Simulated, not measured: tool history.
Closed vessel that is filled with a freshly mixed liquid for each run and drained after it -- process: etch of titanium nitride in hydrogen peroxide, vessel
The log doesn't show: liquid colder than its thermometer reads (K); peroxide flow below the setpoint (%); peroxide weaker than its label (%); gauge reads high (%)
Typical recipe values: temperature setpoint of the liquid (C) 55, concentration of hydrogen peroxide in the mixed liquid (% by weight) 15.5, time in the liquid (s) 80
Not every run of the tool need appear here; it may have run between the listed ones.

run    hour  temperature setpoint of the liquid (C)  concentration of hydrogen peroxide in the mixed liquid (% by weight)  time in the liquid (s)  wafers since the last listed run  hours since the thermometer was replaced  hours since the peroxide flow meter was replaced  hours since the drum of peroxide was connected  hours since the gauge calibration  read-back film thickness of the titanium nitride reference wafer, read on the same gauge (nm)  thickness taken off the titanium nitride on a monitor wafer (angstrom)
  1       0                                      55                                                                    12                     105                                 0                                    1225.4                                              24.5                                           223.1                              439.2                                                                                         120.01                                                                      75
  2    58.7                                      55                                                                  15.5                     100                              7198                                    1284.1                                              83.2                                           281.8                              497.9                                                                                         120.02                                                                    73.8
  3     120                                      55                                                                  15.5                     100                              7517                                    1345.4                                             144.5                                           343.1                              559.2                                                                                         120.01                                                                    75.4
  4     199                                      55                                                                  15.5                      80                              9687                                    1424.4                                             223.5                                           422.1                              638.2                                                                                            120                                                                      60
  5   284.2                                      55                                                                  15.5                      80                             10447                                    1509.6                                             308.7                                           507.3                              723.4                                                                                            120                                                                    60.4
  6     335                                      55                                                                  15.5                      80                              6229                                    1560.4                                             359.5                                           558.1                              774.2                                                                                         119.97                                                                      60
  7   410.3                                      55                                                                  15.5                      80                              9233                                    1635.7                                             434.8                                           633.4                              849.5                                                                                         119.98                                                                    60.6
  8   461.7                                      55                                                                  15.5                      80                              6303                                    1687.1                                             486.2                                           684.8                              900.9                                                                                         119.98                                                                    59.6
  9   539.5                                      55                                                                  15.5                      40                              9540                                    1764.9                                               564                                           762.6                              978.7                                                                                         120.01                                                                    30.4
 10   604.7                                      55                                                                  15.5                      40                              7995                                    1830.1                                             629.2                                           827.8                             1043.9                                                                                         120.01                                                                    30.3
 11   641.8                                      55                                                                  15.5                      40                              4549                                    1867.2                                             666.3                                           864.9                               1081                                                                                         119.96                                                                    29.7
      676.3  -- thermometer replaced
 12     734                                      55                                                                  15.5                      80                             11183                                      57.7                                             758.5                                           957.1                             1173.2                                                                                            120                                                                    60.7
      786.9  -- gauge calibrated
 13   814.8                                      55                                                                  15.5                      80                              9908                                     138.5                                             839.3                                          1037.9                               27.9                                                                                         120.02                                                                      60
 14   891.4                                    62.5                                                                    14                      55                              9393                                     215.1                                             915.9                                          1114.5                              104.5                                                                                         120.02                                                                    67.9
 15   990.6                                    60.5                                                                  17.5                      80                             12164                                     314.3                                            1015.1                                          1213.7                              203.7                                                                                         120.01                                                                      90
 16  1079.6                                      55                                                                  15.5                      55                             10913                                     403.3                                            1104.1                                          1302.7                              292.7                                                                                         120.01                                                                    41.7
     1104.6  -- peroxide flow meter replaced
     1110.9  -- new drum of peroxide connected
 17  1117.8                                      55                                                                  15.5                      80                              4439                                     441.5                                              13.2                                             6.9                              330.9                                                                                         120.03                                                                    60.9
 18  1165.3                                      55                                                                  15.5                     110                              5824                                       489                                              60.7                                            54.4                              378.4                                                                                         120.02                                                                    82.2
 19    1265                                      60                                                                  15.5                      40                             12226                                     588.7                                             160.4                                           154.1                              478.1                                                                                         119.98                                                                    42.2
 20  1372.7                                      49                                                                    12                     125                             13207                                     696.4                                             268.1                                           261.8                              585.8                                                                                            120                                                                      58
 21  1439.8                                      60                                                                  15.5                      40                              8228                                     763.5                                             335.2                                           328.9                              652.9                                                                                         120.01                                                                    43.2
 22  1490.4                                    52.5                                                                    12                      80                              6205                                     814.1                                             385.8                                           379.5                              703.5                                                                                         119.98                                                                    47.7
 23  1566.6                                      64                                                                  15.5                      80                              9344                                     890.3                                               462                                           455.7                              779.7                                                                                         119.99                                                                   109.5
 24    1647                                    64.5                                                                  18.5                     115                              9859                                     970.7                                             542.4                                           536.1                              860.1                                                                                         119.97                                                                   170.8
 25  1735.2                                      55                                                                  15.5                      80                             10815                                    1058.9                                             630.6                                           624.3                              948.3                                                                                            120                                                                    61.3
 26  1815.2                                    57.5                                                                  12.5                      45                              9810                                    1138.9                                             710.6                                           704.3                             1028.3                                                                                         119.97                                                                    37.9
 27  1920.4                                      60                                                                  14.5                      80                             12900                                    1244.1                                             815.8                                           809.5                             1133.5                                                                                         119.99                                                                    83.8

For each run, what was the tool's unlogged condition?
liquid colder than its thermometer reads (K): 0, the same for each run
peroxide flow below the setpoint (%): 0, the same for each run
peroxide weaker than its label (%): 0, the same for each run
gauge reads high (%): 0, the same for each run
